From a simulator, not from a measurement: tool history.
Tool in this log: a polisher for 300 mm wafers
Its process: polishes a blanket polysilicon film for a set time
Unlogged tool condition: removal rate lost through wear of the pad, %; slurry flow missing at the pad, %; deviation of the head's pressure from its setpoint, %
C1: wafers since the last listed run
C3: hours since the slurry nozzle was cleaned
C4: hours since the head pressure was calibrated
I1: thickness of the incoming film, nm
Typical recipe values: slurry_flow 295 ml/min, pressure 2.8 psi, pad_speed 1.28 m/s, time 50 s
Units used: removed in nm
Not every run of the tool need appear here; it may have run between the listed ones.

run 1 hour=0 | slurry_flow=295 pressure=2.8 pad_speed=1.28 time=50 | C1=0 wafers_polished_on_this_pad=909 C3=497.7 C4=281.5 | I1=1512.4 | removed=564.6
-- hour=12.5 worn pad replaced by a new one
run 2 hour=29.4 | slurry_flow=295 pressure=2.8 pad_speed=1.28 time=50 | C1=207 wafers_polished_on_this_pad=138 C3=527.1 C4=310.9 | I1=1522 | removed=596
run 3 hour=50.3 | slurry_flow=295 pressure=2.8 pad_speed=1.28 time=50 | C1=171 wafers_polished_on_this_pad=309 C3=548 C4=331.8 | I1=1547 | removed=574.4
run 4 hour=109.8 | slurry_flow=295 pressure=2.8 pad_speed=1.28 time=50 | C1=487 wafers_polished_on_this_pad=796 C3=607.5 C4=391.3 | I1=1524.4 | removed=561.6
-- hour=129.6 worn pad replaced by a new one
run 5 hour=137.2 | slurry_flow=375 pressure=2.8 pad_speed=1.28 time=36 | C1=191 wafers_polished_on_this_pad=61 C3=634.9 C4=418.7 | I1=1546.2 | removed=442.9
run 6 hour=158.3 | slurry_flow=375 pressure=2.8 pad_speed=1.28 time=36 | C1=172 wafers_polished_on_this_pad=234 C3=656 C4=439.8 | I1=1505.8 | removed=438.1
run 7 hour=176 | slurry_flow=375 pressure=2.8 pad_speed=1.28 time=36 | C1=144 wafers_polished_on_this_pad=379 C3=673.7 C4=457.5 | I1=1550.6 | removed=428.5
run 8 hour=214.9 | slurry_flow=295 pressure=2.8 pad_speed=1.28 time=50 | C1=318 wafers_polished_on_this_pad=698 C3=712.6 C4=496.4 | I1=1507.9 | removed=581.7
run 9 hour=232.9 | slurry_flow=295 pressure=2.8 pad_speed=1.28 time=50 | C1=147 wafers_polished_on_this_pad=845 C3=730.6 C4=514.4 | I1=1528.4 | removed=580.8
run 10 hour=260.5 | slurry_flow=295 pressure=2.8 pad_speed=1.28 time=50 | C1=225 wafers_polished_on_this_pad=1071 C3=758.2 C4=542 | I1=1532.4 | removed=577.8
-- hour=270.6 worn pad replaced by a new one
run 11 hour=283.8 | slurry_flow=295 pressure=2.8 pad_speed=1.28 time=50 | C1=158 wafers_polished_on_this_pad=108 C3=781.5 C4=565.3 | I1=1526.4 | removed=606.7
run 12 hour=302.7 | slurry_flow=295 pressure=2.8 pad_speed=1.28 time=50 | C1=154 wafers_polished_on_this_pad=263 C3=800.4 C4=584.2 | I1=1546.3 | removed=609.3
run 13 hour=318.2 | slurry_flow=295 pressure=2.8 pad_speed=1.28 time=55 | C1=126 wafers_polished_on_this_pad=390 C3=815.9 C4=599.7 | I1=1525.7 | removed=642.7
run 14 hour=341.8 | slurry_flow=295 pressure=2.8 pad_speed=1.5 time=50 | C1=193 wafers_polished_on_this_pad=583 C3=839.5 C4=623.3 | I1=1560.1 | removed=651.9
run 15 hour=368.2 | slurry_flow=295 pressure=2.8 pad_speed=1.28 time=35 | C1=216 wafers_polished_on_this_pad=799 C3=865.9 C4=649.7 | I1=1506 | removed=400.5
run 16 hour=401.7 | slurry_flow=295 pressure=2.8 pad_speed=1.28 time=50 | C1=274 wafers_polished_on_this_pad=1073 C3=899.4 C4=683.2 | I1=1552.3 | removed=564.2
-- hour=406.5 slurry nozzle cleaned
-- hour=413.1 worn pad replaced by a new one
run 17 hour=420.9 | slurry_flow=190 pressure=2.8 pad_speed=1.02 time=37 | C1=116 wafers_polished_on_this_pad=63 C3=14.4 C4=702.4 | I1=1521.4 | removed=376.7
run 18 hour=438 | slurry_flow=390 pressure=3.5 pad_speed=1.72 time=67 | C1=140 wafers_polished_on_this_pad=203 C3=31.5 C4=719.5 | I1=1505.4 | removed=1286
run 19 hour=466.7 | slurry_flow=325 pressure=2.3 pad_speed=1.44 time=45 | C1=234 wafers_polished_on_this_pad=438 C3=60.2 C4=748.2 | I1=1540.3 | removed=470.5
run 20 hour=495.1 | slurry_flow=295 pressure=2.8 pad_speed=1.28 time=38 | C1=232 wafers_polished_on_this_pad=671 C3=88.6 C4=776.6 | I1=1509.8 | removed=445.9
run 21 hour=516.2 | slurry_flow=260 pressure=2.8 pad_speed=1.14 time=59 | C1=172 wafers_polished_on_this_pad=843 C3=109.7 C4=797.7 | I1=1538.6 | removed=627.5
-- hour=530.9 worn pad replaced by a new one
-- hour=534.1 head pressure recalibrated
run 22 hour=541.6 | slurry_flow=365 pressure=2.8 pad_speed=1.7 time=43 | C1=158 wafers_polished_on_this_pad=71 C3=135.1 C4=7.5 | I1=1499.3 | removed=575.7
run 23 hour=649 | slurry_flow=295 pressure=2.8 pad_speed=1.28 time=50 | C1=879 wafers_polished_on_this_pad=950 C3=242.5 C4=114.9 | I1=1545.3 | removed=522.8
-- hour=655.4 worn pad replaced by a new one
run 24 hour=670.3 | slurry_flow=245 pressure=3.4 pad_speed=1.28 time=50 | C1=141 wafers_polished_on_this_pad=121 C3=263.8 C4=136.2 | I1=1529 | removed=651.7

Here are 3 independent what-if runs from the current tool condition. What would each one return?
run A hour=670.7 | slurry_flow=295 pressure=2.8 pad_speed=1.28 time=63 | C1=3 wafers_polished_on_this_pad=125 C3=264.2 C4=136.6 | I1=1534.5 | removed=?
run B hour=670.7 | slurry_flow=295 pressure=3.5 pad_speed=1.28 time=61 | C1=3 wafers_polished_on_this_pad=125 C3=264.2 C4=136.6 | I1=1534.5 | removed=?
run C hour=670.7 | slurry_flow=295 pressure=2.1 pad_speed=1.6 time=38 | C1=3 wafers_polished_on_this_pad=125 C3=264.2 C4=136.6 | I1=1534.5 | removed=?

run=A removed=705.9
run=B removed=854.3
run=C removed=377.1
Stripped of hidden state, with their random variation kept, the same runs would have yielded:
run=A removed=695.9
run=B removed=842.2
run=C removed=371.8
